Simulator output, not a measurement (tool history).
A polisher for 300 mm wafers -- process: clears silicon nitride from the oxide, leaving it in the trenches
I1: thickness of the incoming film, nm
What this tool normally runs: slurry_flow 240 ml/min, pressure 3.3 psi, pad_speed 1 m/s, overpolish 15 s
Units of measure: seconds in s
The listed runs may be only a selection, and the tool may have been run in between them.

Run 1, hour 0: usual settings but pad_speed 1.18 m/s; I1 151.6. Result: seconds 141.2 s.
Run 2, hour 55: usual settings but pad_speed 1.18 m/s; I1 150.4. Result: seconds 140.2 s.
Run 3, hour 154.3: usual settings; I1 150.1. Result: seconds 157.1 s.
Run 4, hour 235.1: usual settings; I1 149.6. Result: seconds 161 s.
Run 5, hour 331.6: usual settings; I1 150.5. Result: seconds 163 s.
At hour 345.5: head pressure recalibrated.
Run 6, hour 394.6: usual settings; I1 150.1. Result: seconds 151.8 s.
At hour 462.6: worn pad replaced by a new one.
Run 7, hour 492.5: usual settings; I1 152.3. Result: seconds 150.3 s.
Run 8, hour 561.1: usual settings; I1 150.2. Result: seconds 150.8 s.
Run 9, hour 626.4: usual settings; I1 148.8. Result: seconds 152.2 s.
At hour 674.8: slurry nozzle cleaned.
Run 10, hour 721.2: usual settings but pressure 4.2 psi; I1 152.9. Result: seconds 129 s.
Run 11, hour 992.7: usual settings but pressure 4.2 psi; I1 152.3. Result: seconds 128.4 s.
Run 12, hour 1100.6: usual settings but pressure 4.2 psi; I1 148.1. Result: seconds 126 s.
Run 13, hour 1154.2: usual settings; I1 149.3. Result: seconds 151.4 s.
At hour 1173.4: worn pad replaced by a new one, of another model than before.
Run 14, hour 1246.1: usual settings; I1 151.8. Result: seconds 153.8 s.
At hour 1456.3: slurry nozzle cleaned.
At hour 1494.7: head pressure recalibrated.
Run 15, hour 1559: usual settings; I1 148.9. Result: seconds 154.6 s.
Run 16, hour 1654.6: usual settings but slurry_flow 165 ml/min, pad_speed 0.82 m/s; I1 152.9. Result: seconds 173.3 s.
Run 17, hour 1695.4: usual settings but pressure 2.5 psi, pad_speed 1.12 m/s; I1 151.2. Result: seconds 166.7 s.
Run 18, hour 1778.3: usual settings; I1 151.5. Result: seconds 152.1 s.
Run 19, hour 1850.2: usual settings; I1 150.6. Result: seconds 146.5 s.
Run 20, hour 1951.2: usual settings; I1 150.1. Result: seconds 155.1 s.
At hour 1998.7: worn pad replaced by a new one.
Run 21, hour 2029.9: usual settings but slurry_flow 265 ml/min, overpolish 7 s; I1 152.8. Result: seconds 156.9 s.
Run 22, hour 2134.7: usual settings but slurry_flow 320 ml/min, pressure 4.4 psi, pad_speed 1.26 m/s, overpolish 19 s; I1 152.6. Result: seconds 120.1 s.
At hour 2150.6: slurry nozzle cleaned.
Run 23, hour 2197.6: usual settings; I1 152.5. Result: seconds 156.1 s.
Run 24, hour 2301.5: usual settings but slurry_flow 170 ml/min, pad_speed 1.22 m/s, overpolish 19 s; I1 150. Result: seconds 148.4 s.
Run 25, hour 2393.2: usual settings; I1 150.9. Result: seconds 155.5 s.
Run 26, hour 2430.8: usual settings; I1 149. Result: seconds 155.4 s.
Run 27, hour 2493.9: usual settings; I1 150. Result: seconds 148.9 s.
Run 28, hour 2574.3: usual settings but slurry_flow 215 ml/min; I1 151.2. Result: seconds 159 s.
Run 29, hour 2646.4: usual settings; I1 150.5. Result: seconds 154 s.
Run 30, hour 2723.2: usual settings but slurry_flow 315 ml/min, pad_speed 0.7 m/s, overpolish 7 s; I1 152.4. Result: seconds 173 s.
At hour 2731.8: head pressure recalibrated.
Run 31, hour 2804.6: usual settings but overpolish 19 s; I1 148.7. Result: seconds 146.5 s.
At hour 2858.8: worn pad replaced by a new one.
Run 32, hour 2872.5: usual settings; I1 148.3. Result: seconds 147.1 s.
At hour 2883.3: slurry nozzle cleaned.
Run 33, hour 2940.3: usual settings but pad_speed 0.66 m/s, overpolish 19 s; I1 150.3. Result: seconds 170.3 s.
Run 34, hour 2996: usual settings but slurry_flow 165 ml/min, pad_speed 1.34 m/s, overpolish 22 s; I1 152.3. Result: seconds 143.1 s.
Run 35, hour 3081.8: usual settings but slurry_flow 295 ml/min, overpolish 22 s; I1 148.5. Result: seconds 148.7 s.
Run 36, hour 3133.2: usual settings but slurry_flow 210 ml/min, overpolish 8 s; I1 150.8. Result: seconds 154 s.
Run 37, hour 3306.4: usual settings but slurry_flow 185 ml/min, pad_speed 1.2 m/s; I1 151.1. Result: seconds 148.7 s.

Selected run-to-run steps in seconds, each split into two signed amounts: the part the tool would show with no hidden state at all (from settings, incoming material and random variation), and the remainder, which goes to the hidden state together with any gauge scatter not common to the measured and the hidden-state-free results:
What the log doesn't record here: removal rate lost through wear of the pad, %; slurry flow missing at the pad, %; deviation of the head's pressure from its setpoint, %.
Run 5 -> 6: head pressure recalibrated. seconds -11.2 s: hidden state -10.1, all else -1.1.
Run 14 -> 15: slurry nozzle cleaned, head pressure recalibrated. seconds +0.8 s: hidden state -3.1, all else +3.9.
Run 21 -> 22: slurry_flow 265 -> 320, pressure 3.3 -> 4.4, pad_speed 1 -> 1.26, overpolish 7 -> 19. seconds -36.8 s: hidden state +0, all else -36.8.
Run 22 -> 23: slurry_flow 320 -> 240, pressure 4.4 -> 3.3, pad_speed 1.26 -> 1, overpolish 19 -> 15, slurry nozzle cleaned. seconds +36 s: hidden state +0.7, all else +35.3.
Run 30 -> 31: slurry_flow 315 -> 240, pad_speed 0.7 -> 1, overpolish 7 -> 19, head pressure recalibrated. seconds -26.5 s: hidden state -6, all else -20.5.
Run 33 -> 34: slurry_flow 240 -> 165, pad_speed 0.66 -> 1.34, overpolish 19 -> 22. seconds -27.2 s: hidden state -0.1, all else -27.1.

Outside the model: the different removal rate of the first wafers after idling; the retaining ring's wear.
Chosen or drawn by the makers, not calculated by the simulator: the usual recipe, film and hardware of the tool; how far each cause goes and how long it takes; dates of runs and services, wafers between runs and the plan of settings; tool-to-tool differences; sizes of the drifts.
